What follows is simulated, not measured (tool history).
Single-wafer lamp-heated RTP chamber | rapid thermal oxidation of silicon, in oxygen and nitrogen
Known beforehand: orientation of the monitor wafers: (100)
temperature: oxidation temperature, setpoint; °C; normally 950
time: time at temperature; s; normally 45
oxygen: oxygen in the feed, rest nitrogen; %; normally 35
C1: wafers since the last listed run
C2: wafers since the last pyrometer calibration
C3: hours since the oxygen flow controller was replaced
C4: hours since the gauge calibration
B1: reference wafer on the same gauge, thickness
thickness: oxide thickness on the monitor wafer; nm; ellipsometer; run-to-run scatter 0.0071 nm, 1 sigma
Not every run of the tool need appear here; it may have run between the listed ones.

Run 1, hour 0: usual settings; C1 0; C2 5259; C3 5630.6; C4 273.4; B1 2.76. Result: thickness 2.429 nm.
Run 2, hour 12.1: usual settings; C1 109; C2 5368; C3 5642.7; C4 285.5; B1 2.759. Result: thickness 2.448 nm.
Run 3, hour 24.1: usual settings; C1 108; C2 5476; C3 5654.7; C4 297.5; B1 2.759. Result: thickness 2.443 nm.
Run 4, hour 39.8: usual settings but time 29 s; C1 141; C2 5618; C3 5670.4; C4 313.2; B1 2.76. Result: thickness 2.174 nm.
Run 5, hour 57.2: usual settings but time 29 s; C1 157; C2 5775; C3 5687.8; C4 330.6; B1 2.763. Result: thickness 2.166 nm.
Run 6, hour 68.8: usual settings but time 29 s; C1 104; C2 5880; C3 5699.4; C4 342.2; B1 2.763. Result: thickness 2.174 nm.
Run 7, hour 78.8: usual settings; C1 90; C2 5970; C3 5709.4; C4 352.2; B1 2.761. Result: thickness 2.433 nm.
Run 8, hour 95.2: usual settings; C1 148; C2 6118; C3 5725.8; C4 368.6; B1 2.763. Result: thickness 2.45 nm.
Run 9, hour 103.9: usual settings; C1 78; C2 6197; C3 5734.5; C4 377.3; B1 2.758. Result: thickness 2.444 nm.
Run 10, hour 115.9: usual settings but time 35 s; C1 108; C2 6305; C3 5746.5; C4 389.3; B1 2.762. Result: thickness 2.283 nm.
Run 11, hour 125.3: usual settings but oxygen 55 %; C1 84; C2 6390; C3 5755.9; C4 398.7; B1 2.759. Result: thickness 2.702 nm.
Run 12, hour 133.2: usual settings; C1 71; C2 6462; C3 5763.8; C4 406.6; B1 2.761. Result: thickness 2.453 nm.
At hour 141.6: gauge calibrated.
Run 13, hour 150.7: usual settings but temperature 969 °C, time 36 s; C1 158; C2 6620; C3 5781.3; C4 9.1; B1 2.76. Result: thickness 2.503 nm.
Run 14, hour 160: usual settings but temperature 969 °C, time 36 s; C1 83; C2 6704; C3 5790.6; C4 18.4; B1 2.76. Result: thickness 2.506 nm.
At hour 197.9: pyrometer window cleaned and pyrometer calibrated.
Run 15, hour 202.4: usual settings but temperature 969 °C, time 36 s; C1 310; C2 40; C3 5833; C4 60.8; B1 2.764. Result: thickness 2.419 nm.
Run 16, hour 213.6: usual settings but temperature 965 °C; C1 101; C2 141; C3 5844.2; C4 72; B1 2.762. Result: thickness 2.55 nm.
Run 17, hour 230.9: usual settings but temperature 965 °C; C1 156; C2 297; C3 5861.5; C4 89.3; B1 2.758. Result: thickness 2.556 nm.
Run 18, hour 240.4: usual settings; C1 85; C2 383; C3 5871; C4 98.8; B1 2.757. Result: thickness 2.377 nm.
Run 19, hour 253.3: usual settings but time 34 s; C1 116; C2 500; C3 5883.9; C4 111.7; B1 2.76. Result: thickness 2.214 nm.
Run 20, hour 270.5: usual settings; C1 155; C2 655; C3 5901.1; C4 128.9; B1 2.757. Result: thickness 2.387 nm.
Run 21, hour 278.1: usual settings; C1 68; C2 724; C3 5908.7; C4 136.5; B1 2.764. Result: thickness 2.399 nm.
Run 22, hour 285.8: usual settings; C1 69; C2 793; C3 5916.4; C4 144.2; B1 2.757. Result: thickness 2.392 nm.
At hour 296.9: oxygen flow controller replaced.
Run 23, hour 297.4: usual settings but temperature 978 °C, time 35 s; C1 32; C2 826; C3 0.5; C4 155.8; B1 2.761. Result: thickness 2.536 nm.
Run 24, hour 312.8: usual settings but temperature 921 °C, time 55 s; C1 139; C2 965; C3 15.9; C4 171.2; B1 2.761. Result: thickness 2.245 nm.
Run 25, hour 326.1: usual settings but time 39 s, oxygen 45 %; C1 120; C2 1085; C3 29.2; C4 184.5; B1 2.761. Result: thickness 2.433 nm.
Run 26, hour 343.6: usual settings; C1 158; C2 1243; C3 46.7; C4 202; B1 2.76. Result: thickness 2.407 nm.
Run 27, hour 359.7: usual settings but temperature 942 °C, time 52 s, oxygen 17 %; C1 145; C2 1389; C3 62.8; C4 218.1; B1 2.761. Result: thickness 2.168 nm.
Run 28, hour 366.8: usual settings; C1 64; C2 1453; C3 69.9; C4 225.2; B1 2.761. Result: thickness 2.398 nm.
Run 29, hour 378.3: usual settings but temperature 933 °C, time 29 s, oxygen 19 %; C1 103; C2 1557; C3 81.4; C4 236.7; B1 2.758. Result: thickness 1.923 nm.
Run 30, hour 387.8: usual settings but temperature 974 °C, oxygen 49 %; C1 85; C2 1642; C3 90.9; C4 246.2; B1 2.761. Result: thickness 2.991 nm.
Run 31, hour 402.4: usual settings but time 56 s, oxygen 64 %; C1 131; C2 1774; C3 105.5; C4 260.8; B1 2.762. Result: thickness 2.993 nm.
Run 32, hour 413.9: usual settings but temperature 978 °C, time 38 s; C1 103; C2 1878; C3 117; C4 272.3; B1 2.762. Result: thickness 2.637 nm.
Run 33, hour 421.1: usual settings but time 52 s, oxygen 57 %; C1 65; C2 1943; C3 124.2; C4 279.5; B1 2.757. Result: thickness 2.838 nm.
Run 34, hour 433.7: usual settings but temperature 939 °C, time 27 s, oxygen 17 %; C1 113; C2 2057; C3 136.8; C4 292.1; B1 2.76. Result: thickness 1.904 nm.
Run 35, hour 442.3: usual settings but time 57 s; C1 77; C2 2135; C3 145.4; C4 300.7; B1 2.762. Result: thickness 2.591 nm.

Entry by entry between the runs, the difference in hidden state between the last listed run before and the first listed run after:
In the gap between runs 12 and 13: gauge calibrated (hour 141.6)
  true wafer temperature minus pyrometer reading, K: 7.88 -> 7.91
  measured value less the no-hidden-state value, thickness: +0.086 -> +0.093 nm
In the gap between runs 14 and 15: pyrometer window cleaned and pyrometer calibrated (hour 197.9)
  true wafer temperature minus pyrometer reading, K: 7.92 -> 1.32
  measured value less the no-hidden-state value, thickness: +0.094 -> +0.015 nm
In the gap between runs 22 and 23: oxygen flow controller replaced (hour 296.9)
  true wafer temperature minus pyrometer reading, K: 3.16 -> 3.37
  measured value less the no-hidden-state value, thickness: +0.033 -> +0.042 nm
